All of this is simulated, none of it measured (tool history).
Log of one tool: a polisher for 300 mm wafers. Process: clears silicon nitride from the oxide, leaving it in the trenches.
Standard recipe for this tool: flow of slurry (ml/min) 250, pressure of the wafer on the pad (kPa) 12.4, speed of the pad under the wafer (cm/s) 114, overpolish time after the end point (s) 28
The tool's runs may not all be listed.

run,hour,flow of slurry (ml/min),pressure of the wafer on the pad (kPa),speed of the pad under the wafer (cm/s),overpolish time after the end point (s),wafers since the last listed run,wafers polished on this pad,hours since the slurry nozzle was cleaned,hours since the head pressure was calibrated,"incoming thickness of the incoming film, nm",time until the end point was called (s)
1,0,250,12.4,114,28,0,784,218.8,623.1,75.7,101
# hour 34.5: head pressure recalibrated
2,45.4,250,12.4,114,28,259,1044,264.2,10.9,75.5,100.4
3,105.7,250,12.4,114,28,361,1406,324.5,71.2,76.7,102.5
4,169.7,250,12.4,114,28,383,1789,388.5,135.2,74.2,99.3
# hour 207.6: worn pad replaced by a new one
5,215.5,250,12.4,114,28,250,47,434.3,181,73.9,98.2
6,275.2,290,12.4,114,28,357,404,494,240.7,75.3,100.5
7,334.3,290,12.4,114,28,353,758,553.1,299.8,74.6,97.7
8,385.8,250,12.4,114,39,308,1067,604.6,351.3,73.7,101
9,457.4,250,12.4,114,39,428,1496,676.2,422.9,75.4,102.6
10,482.9,250,12.4,114,39,152,1649,701.7,448.4,75.2,104.1
# hour 505.2: slurry nozzle cleaned
11,509.7,250,12.4,114,28,154,1803,4.5,475.2,75.2,111.6
# hour 551.7: worn pad replaced by a new one
12,563,250,12.4,114,28,295,67,57.8,528.5,74.5,108.7
13,596.1,250,12.4,144,33,198,266,90.9,561.6,74.7,89.1
14,639.5,250,12.4,144,33,259,526,134.3,605,74.6,88.4
15,706.8,250,12.4,144,33,403,929,201.6,672.3,76,90.4
16,773.1,250,12.4,114,28,397,1326,267.9,738.6,75.1,111.5
# hour 810.7: head pressure recalibrated
17,835.9,250,12.4,114,28,364,1690,330.7,25.2,74.8,112.7
# hour 873.2: slurry nozzle cleaned, repeated, since the last time left the tool worse
18,904.1,250,12.4,114,28,402,2092,30.9,93.4,75.4,99.1
# hour 913.4: worn pad replaced by a new one
19,931.7,330,15.2,114,28,141,109,58.5,121,74.3,83.4
20,957,250,9,114,28,151,261,83.8,146.3,73.9,118.3
21,1026.6,250,14.5,114,13,416,677,153.4,215.9,74.7,89.9
22,1061.9,250,12.4,114,28,211,889,188.7,251.2,74.3,100
23,1092.9,250,12.4,114,28,185,1075,219.7,282.2,74.7,97

Run 24 is up next; what results do you expect?
24,1163.2,280,12.4,114,28,421,1496,290,352.5,75.7,?

time until the end point was called (s): 98.5
The same run, on a tool lacking any hidden state, would have yielded time until the end point was called (s) 97.9.

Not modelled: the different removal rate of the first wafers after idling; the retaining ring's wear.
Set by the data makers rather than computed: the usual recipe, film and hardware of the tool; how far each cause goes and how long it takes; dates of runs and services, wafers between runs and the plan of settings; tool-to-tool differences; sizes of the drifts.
